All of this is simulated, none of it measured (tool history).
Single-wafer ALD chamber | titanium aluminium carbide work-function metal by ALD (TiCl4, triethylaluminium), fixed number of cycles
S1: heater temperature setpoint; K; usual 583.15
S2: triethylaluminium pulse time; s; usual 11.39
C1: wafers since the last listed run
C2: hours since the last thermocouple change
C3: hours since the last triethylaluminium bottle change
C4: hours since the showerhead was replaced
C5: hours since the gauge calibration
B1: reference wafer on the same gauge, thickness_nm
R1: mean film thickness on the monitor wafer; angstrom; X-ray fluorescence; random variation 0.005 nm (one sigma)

Run 1, day 0.000: usual settings but S2 9.03 s; C1 0; C2 656.1; C3 1360.1; C4 3117.1; C5 1277.1; B1 1.949. Result: R1 19.34 angstrom.
Run 2, day 1.825: usual settings; C1 413; C2 699.9; C3 1403.9; C4 3160.9; C5 1320.9; B1 1.949. Result: R1 19.81 angstrom.
Run 3, day 6.158: usual settings; C1 981; C2 803.9; C3 1507.9; C4 3264.9; C5 1424.9; B1 1.950. Result: R1 19.76 angstrom.
Run 4, day 8.733: usual settings; C1 583; C2 865.7; C3 1569.7; C4 3326.7; C5 1486.7; B1 1.949. Result: R1 19.79 angstrom.
Run 5, day 12.088: usual settings; C1 759; C2 946.2; C3 1650.2; C4 3407.2; C5 1567.2; B1 1.950. Result: R1 19.74 angstrom.
Run 6, day 16.571: usual settings; C1 1015; C2 1053.8; C3 1757.8; C4 3514.8; C5 1674.8; B1 1.950. Result: R1 19.78 angstrom.
Run 7, day 20.012: usual settings but S2 9.85 s; C1 779; C2 1136.4; C3 1840.4; C4 3597.4; C5 1757.4; B1 1.949. Result: R1 19.54 angstrom.
At day 22.912: showerhead replaced.
Run 8, day 23.254: usual settings; C1 658; C2 1214.2; C3 1918.2; C4 8.2; C5 1835.2; B1 1.950. Result: R1 19.75 angstrom.
At day 23.329: gauge calibrated.
At day 25.625: thermocouple changed; heater temperature recalibrated.
Run 9, day 26.533: usual settings; C1 667; C2 21.8; C3 1996.9; C4 86.9; C5 76.9; B1 1.949. Result: R1 20.14 angstrom.
Run 10, day 28.492: usual settings; C1 443; C2 68.8; C3 2043.9; C4 133.9; C5 123.9; B1 1.950. Result: R1 20.03 angstrom.
At day 30.208: triethylaluminium bottle replaced.
Run 11, day 32.946: usual settings but S1 579.15 K, S2 13.60 s; C1 933; C2 175.7; C3 65.7; C4 240.8; C5 230.8; B1 1.950. Result: R1 19.82 angstrom.
Run 12, day 34.771: usual settings but S1 579.15 K, S2 13.60 s; C1 413; C2 219.5; C3 109.5; C4 284.6; C5 274.6; B1 1.951. Result: R1 19.89 angstrom.
Run 13, day 39.017: usual settings; C1 961; C2 321.4; C3 211.4; C4 386.5; C5 376.5; B1 1.950. Result: R1 19.99 angstrom.
Run 14, day 44.738: usual settings but S1 578.15 K, S2 7.96 s; C1 1295; C2 458.7; C3 348.7; C4 523.8; C5 513.8; B1 1.949. Result: R1 18.68 angstrom.
Run 15, day 47.208: usual settings but S1 578.15 K, S2 15.43 s; C1 559; C2 518.0; C3 408.0; C4 583.1; C5 573.1; B1 1.949. Result: R1 19.70 angstrom.
Run 16, day 49.846: usual settings but S2 13.75 s; C1 597; C2 581.3; C3 471.3; C4 646.4; C5 636.4; B1 1.950. Result: R1 20.11 angstrom.
Run 17, day 52.467: usual settings but S1 576.15 K, S2 7.95 s; C1 593; C2 644.2; C3 534.2; C4 709.3; C5 699.3; B1 1.950. Result: R1 18.41 angstrom.
Run 18, day 55.279: usual settings but S1 597.15 K, S2 13.51 s; C1 637; C2 711.7; C3 601.7; C4 776.8; C5 766.8; B1 1.950. Result: R1 21.35 angstrom.
Run 19, day 58.038: usual settings but S2 9.59 s; C1 624; C2 777.9; C3 667.9; C4 843.0; C5 833.0; B1 1.950. Result: R1 19.47 angstrom.
Run 20, day 61.838: usual settings but S2 12.97 s; C1 860; C2 869.1; C3 759.1; C4 934.2; C5 924.2; B1 1.951. Result: R1 20.00 angstrom.
Run 21, day 63.396: usual settings but S1 578.15 K, S2 6.98 s; C1 353; C2 906.5; C3 796.5; C4 971.6; C5 961.6; B1 1.951. Result: R1 18.22 angstrom.
Run 22, day 66.279: usual settings but S2 15.73 s; C1 653; C2 975.7; C3 865.7; C4 1040.8; C5 1030.8; B1 1.951. Result: R1 20.11 angstrom.
Run 23, day 69.767: usual settings; C1 790; C2 1059.4; C3 949.4; C4 1124.5; C5 1114.5; B1 1.950. Result: R1 19.83 angstrom.
Run 24, day 71.579: usual settings but S1 598.15 K, S2 14.49 s; C1 410; C2 1102.9; C3 992.9; C4 1168.0; C5 1158.0; B1 1.950. Result: R1 21.49 angstrom.

Forecast each of these 4 alternatives for the next run:
Run A, day 71.596: usual settings but S2 6.98 s; C1 3; C2 1103.3; C3 993.3; C4 1168.4; C5 1158.4; B1 ?. Result: R1 ?.
Run B, day 71.596: usual settings but S1 569.15 K; C1 3; C2 1103.3; C3 993.3; C4 1168.4; C5 1158.4; B1 ?. Result: R1 ?.
Run C, day 71.596: usual settings but S1 574.15 K, S2 13.16 s; C1 3; C2 1103.3; C3 993.3; C4 1168.4; C5 1158.4; B1 ?. Result: R1 ?.
Run D, day 71.596: usual settings but S1 574.15 K, S2 13.39 s; C1 3; C2 1103.3; C3 993.3; C4 1168.4; C5 1158.4; B1 ?. Result: R1 ?.

run     B1     R1
  A  1.950  18.57
  B  1.950  18.47
  C  1.950  19.11
  D  1.950  19.12
Without the tool's hidden state the same runs would have given:
run     R1
  A  18.88
  B  18.79
  C  19.44
  D  19.45

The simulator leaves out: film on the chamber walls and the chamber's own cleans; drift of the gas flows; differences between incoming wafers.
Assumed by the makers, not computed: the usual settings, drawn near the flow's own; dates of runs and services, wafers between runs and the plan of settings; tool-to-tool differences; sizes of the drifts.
